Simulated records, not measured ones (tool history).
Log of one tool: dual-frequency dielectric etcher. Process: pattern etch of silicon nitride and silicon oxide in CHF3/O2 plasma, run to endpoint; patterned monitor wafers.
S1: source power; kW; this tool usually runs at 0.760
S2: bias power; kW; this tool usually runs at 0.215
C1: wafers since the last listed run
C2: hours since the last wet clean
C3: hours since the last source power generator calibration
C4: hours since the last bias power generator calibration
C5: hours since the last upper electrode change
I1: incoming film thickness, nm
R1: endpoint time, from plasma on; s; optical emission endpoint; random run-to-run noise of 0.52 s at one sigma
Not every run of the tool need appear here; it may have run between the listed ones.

run,hour,S1,S2,C1,C2,C3,C4,C5,I1,R1
1,0.0,0.760,0.215,0,343.3,2307.6,3242.5,1891.6,313.7,173.0
2,92.7,0.710,0.189,441,436.0,2400.3,3335.2,1984.3,314.1,187.9
# hour 120.1: wet clean of the chamber
3,161.9,0.810,0.215,215,41.8,2469.5,3404.4,2053.5,316.8,171.7
4,191.0,0.810,0.215,138,70.9,2498.6,3433.5,2082.6,313.3,170.1
5,223.1,0.810,0.215,152,103.0,2530.7,3465.6,2114.7,315.4,171.6
# hour 228.2: source power generator calibrated
6,246.1,0.760,0.215,90,126.0,17.9,3488.6,2137.7,311.1,171.0
7,267.6,0.760,0.215,102,147.5,39.4,3510.1,2159.2,311.2,170.7
8,286.0,0.760,0.215,87,165.9,57.8,3528.5,2177.6,310.0,169.9
9,311.0,0.760,0.215,119,190.9,82.8,3553.5,2202.6,309.4,169.0
10,332.0,0.760,0.215,100,211.9,103.8,3574.5,2223.6,314.9,171.5
11,359.7,0.760,0.215,131,239.6,131.5,3602.2,2251.3,317.4,172.6
12,376.5,0.760,0.215,80,256.4,148.3,3619.0,2268.1,311.6,168.6
# hour 386.5: bias power generator calibrated
13,398.9,0.760,0.215,87,278.8,170.7,12.4,2290.5,314.1,169.3
14,417.0,0.570,0.256,86,296.9,188.8,30.5,2308.6,314.2,177.4
15,431.3,0.700,0.189,68,311.2,203.1,44.8,2322.9,310.9,185.4
16,458.7,0.880,0.171,130,338.6,230.5,72.2,2350.3,315.1,176.4
17,491.3,0.760,0.183,155,371.2,263.1,104.8,2382.9,313.0,181.7
18,523.0,0.830,0.233,150,402.9,294.8,136.5,2414.6,314.4,156.2
# hour 551.7: upper electrode replaced
# hour 567.6: wet clean of the chamber
19,568.1,0.760,0.215,24,0.5,339.9,181.6,16.4,316.4,173.2
20,568.4,0.760,0.190,1,0.8,340.2,181.9,16.7,315.7,183.3
21,593.7,0.760,0.215,120,26.1,365.5,207.2,42.0,315.9,173.5
22,613.1,0.620,0.261,92,45.5,384.9,226.6,61.4,314.0,173.0
23,636.8,0.760,0.215,112,69.2,408.6,250.3,85.1,314.4,171.3
24,664.4,0.620,0.251,131,96.8,436.2,277.9,112.7,312.2,173.7
25,692.1,0.610,0.241,131,124.5,463.9,305.6,140.4,310.8,177.4

Predict the results of run 26:
26,715.7,0.760,0.174,112,148.1,487.5,329.2,164.0,312.2,?

Run 26 measured R1 188.4 s.
If the tool had no hidden condition, the same run with the same run-to-run variation would have returned R1 189.6 s.
